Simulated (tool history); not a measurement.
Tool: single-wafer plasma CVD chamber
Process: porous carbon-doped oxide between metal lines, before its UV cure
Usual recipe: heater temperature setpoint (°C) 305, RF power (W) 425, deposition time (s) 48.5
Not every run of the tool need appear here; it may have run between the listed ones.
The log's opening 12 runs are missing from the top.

run,hour,heater temperature setpoint (°C),RF power (W),deposition time (s),wafers since the last listed run,hours since the last thermocouple change,hours since the last RF generator calibration,hours since the showerhead was replaced,hours since the gauge calibration,"read-back reference wafer on the same gauge, thickness_nm",mean film thickness on the monitor wafer (Å)
# hour 940.9: RF generator calibrated
13,951.5,319,425,45.5,2687,512.4,10.6,2390.6,486.5,262.308,2132.58
14,1021.9,314,365,55.0,2101,582.8,81.0,2461.0,556.9,262.113,2255.49
15,1125.2,314,425,53.5,3084,686.1,184.3,2564.3,660.2,262.067,2562.75
16,1184.4,305,510,48.5,1767,745.3,243.5,2623.5,719.4,262.232,2850.95
# hour 1196.6: showerhead replaced
17,1274.9,317,490,56.4,2463,835.8,334.0,78.3,809.9,262.189,2991.32
18,1353.3,305,425,39.9,2340,914.2,412.4,156.7,888.3,262.064,1990.81
19,1394.4,296,400,55.1,1227,955.3,453.5,197.8,929.4,262.005,2687.37
20,1445.2,305,365,41.0,1516,1006.1,504.3,248.6,980.2,262.133,1748.84
21,1491.2,305,425,48.5,1373,1052.1,550.3,294.6,1026.2,261.748,2402.44
22,1571.6,305,425,48.5,2400,1132.5,630.7,375.0,1106.6,261.794,2389.00
# hour 1634.4: thermocouple changed; heater temperature recalibrated
23,1648.2,291,425,45.0,2048,13.8,707.3,451.6,1183.2,261.885,2386.09
24,1711.8,305,425,48.5,1898,77.4,770.9,515.2,1246.8,261.957,2407.64
25,1814.6,290,375,45.7,3069,180.2,873.7,618.0,1349.6,262.204,2151.52
26,1859.8,305,425,48.5,1349,225.4,918.9,663.2,1394.8,262.101,2392.78
27,1932.4,293,510,48.5,2167,298.0,991.5,735.8,1467.4,261.871,2974.45
28,2031.3,305,425,48.5,2952,396.9,1090.4,834.7,1566.3,262.351,2377.92
29,2126.2,305,475,48.5,2833,491.8,1185.3,929.6,1661.2,262.215,2638.41
30,2211.5,305,425,48.5,2546,577.1,1270.6,1014.9,1746.5,262.019,2389.95
31,2255.3,305,445,48.5,1307,620.9,1314.4,1058.7,1790.3,261.833,2476.62
32,2329.3,305,340,48.5,2209,694.9,1388.4,1132.7,1864.3,262.004,1883.86
33,2406.0,305,425,48.5,2290,771.6,1465.1,1209.4,1941.0,261.536,2368.54

Branching from run 33: 5 alternative next runs. What would each branch give?
A,2406.4,315,425,48.5,11,772.0,1465.5,1209.8,1941.4,?,?
B,2406.4,295,425,48.5,11,772.0,1465.5,1209.8,1941.4,?,?
C,2406.4,291,465,40.2,11,772.0,1465.5,1209.8,1941.4,?,?
D,2406.4,305,450,43.0,11,772.0,1465.5,1209.8,1941.4,?,?
E,2406.4,300,380,39.6,11,772.0,1465.5,1209.8,1941.4,?,?

run,"read-back reference wafer on the same gauge, thickness_nm",mean film thickness on the monitor wafer (Å)
A,261.981,2264.09
B,261.981,2495.39
C,261.981,2309.75
D,261.981,2229.83
E,261.981,1783.89
Without the tool's unlogged condition, the same runs would have read:
run,mean film thickness on the monitor wafer (Å)
A,2326.04
B,2563.67
C,2364.61
D,2290.05
E,1834.43

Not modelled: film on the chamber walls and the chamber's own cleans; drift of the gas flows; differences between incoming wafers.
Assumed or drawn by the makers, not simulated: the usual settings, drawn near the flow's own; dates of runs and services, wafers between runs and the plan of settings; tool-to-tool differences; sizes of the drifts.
